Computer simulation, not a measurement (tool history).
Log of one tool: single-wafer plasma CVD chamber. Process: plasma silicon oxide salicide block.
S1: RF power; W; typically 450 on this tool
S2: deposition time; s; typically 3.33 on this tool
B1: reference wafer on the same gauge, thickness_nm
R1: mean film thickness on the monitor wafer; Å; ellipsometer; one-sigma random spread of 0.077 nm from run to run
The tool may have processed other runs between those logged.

{"run": 1, "day": 0.0, "S1": 450, "S2": 2.99, "B1": 28.922, "R1": 254.58}
{"run": 2, "day": 0.708, "S1": 510, "S2": 3.33, "B1": 28.909, "R1": 293.73}
{"run": 3, "day": 2.358, "S1": 450, "S2": 3.33, "B1": 28.883, "R1": 284.14}
{"run": 4, "day": 3.104, "S1": 450, "S2": 3.33, "B1": 28.898, "R1": 283.15}
{"run": 5, "day": 4.354, "S1": 450, "S2": 3.33, "B1": 28.909, "R1": 282.14}
{"run": 6, "day": 4.921, "S1": 520, "S2": 3.33, "B1": 28.894, "R1": 294.72}
{"run": 7, "day": 5.838, "S1": 520, "S2": 3.33, "B1": 28.894, "R1": 293.71}
{"run": 8, "day": 7.033, "S1": 520, "S2": 3.33, "B1": 28.924, "R1": 295.95}
{"run": 9, "day": 7.75, "S1": 450, "S2": 3.33, "B1": 28.897, "R1": 284.73}
{"run": 10, "day": 8.304, "S1": 450, "S2": 3.33, "B1": 28.891, "R1": 283.86}
{"run": 11, "day": 9.629, "S1": 450, "S2": 3.33, "B1": 28.858, "R1": 282.66}
{"run": 12, "day": 10.238, "S1": 415, "S2": 3.33, "B1": 28.906, "R1": 275.22}
{"run": 13, "day": 11.408, "S1": 415, "S2": 3.33, "B1": 28.858, "R1": 276.5}
{"day": 11.767, "done": "RF generator calibrated"}
{"run": 14, "day": 12.488, "S1": 430, "S2": 3.79, "B1": 28.922, "R1": 324.89}
{"run": 15, "day": 13.896, "S1": 450, "S2": 3.33, "B1": 28.908, "R1": 288.35}
{"run": 16, "day": 15.358, "S1": 415, "S2": 3.33, "B1": 28.89, "R1": 282.71}
{"run": 17, "day": 16.442, "S1": 500, "S2": 2.87, "B1": 28.885, "R1": 255.64}
{"day": 16.446, "done": "gauge calibrated"}
{"run": 18, "day": 17.762, "S1": 505, "S2": 3.56, "B1": 28.911, "R1": 318.28}
{"run": 19, "day": 18.479, "S1": 360, "S2": 3.33, "B1": 28.912, "R1": 270.71}
{"run": 20, "day": 21.462, "S1": 490, "S2": 2.77, "B1": 28.915, "R1": 245.13}
{"run": 21, "day": 22.829, "S1": 450, "S2": 3.33, "B1": 28.913, "R1": 288.36}
{"run": 22, "day": 24.054, "S1": 450, "S2": 3.33, "B1": 28.896, "R1": 286.65}
{"run": 23, "day": 24.712, "S1": 515, "S2": 2.9, "B1": 28.902, "R1": 260.81}
{"run": 24, "day": 25.338, "S1": 450, "S2": 3.33, "B1": 28.874, "R1": 284.95}
{"day": 29.775, "done": "showerhead replaced"}
{"run": 25, "day": 29.796, "S1": 510, "S2": 3.77, "B1": 28.865, "R1": 335.5}
{"run": 26, "day": 31.033, "S1": 370, "S2": 2.91, "B1": 28.907, "R1": 236.27}
{"run": 27, "day": 35.217, "S1": 415, "S2": 2.79, "B1": 28.907, "R1": 232.88}
{"run": 28, "day": 36.188, "S1": 510, "S2": 3.68, "B1": 28.906, "R1": 326.34}
{"run": 29, "day": 37.183, "S1": 405, "S2": 3.71, "B1": 28.853, "R1": 309.78}
{"run": 30, "day": 38.546, "S1": 540, "S2": 2.71, "B1": 28.905, "R1": 244.58}

What would each run have given without the hidden state, its run-to-run variation left as it was?
Hidden state present: delivered RF power above the setpoint (%); gauge reads high (%).
run=1 R1=260.5
run=2 R1=300.58
run=3 R1=290.79
run=4 R1=289.8
run=5 R1=288.78
run=6 R1=301.67
run=7 R1=300.65
run=8 R1=302.95
run=9 R1=291.47
run=10 R1=290.6
run=11 R1=289.39
run=12 R1=281.78
run=13 R1=283.1
run=14 R1=325.22
run=15 R1=289
run=16 R1=283.7
run=17 R1=256.75
run=18 R1=319.98
run=19 R1=272.31
run=20 R1=247.07
run=21 R1=290.89
run=22 R1=289.37
run=23 R1=263.38
run=24 R1=287.86
run=25 R1=339.68
run=26 R1=239.35
run=27 R1=236.3
run=28 R1=331.25
run=29 R1=314.54
run=30 R1=248.45
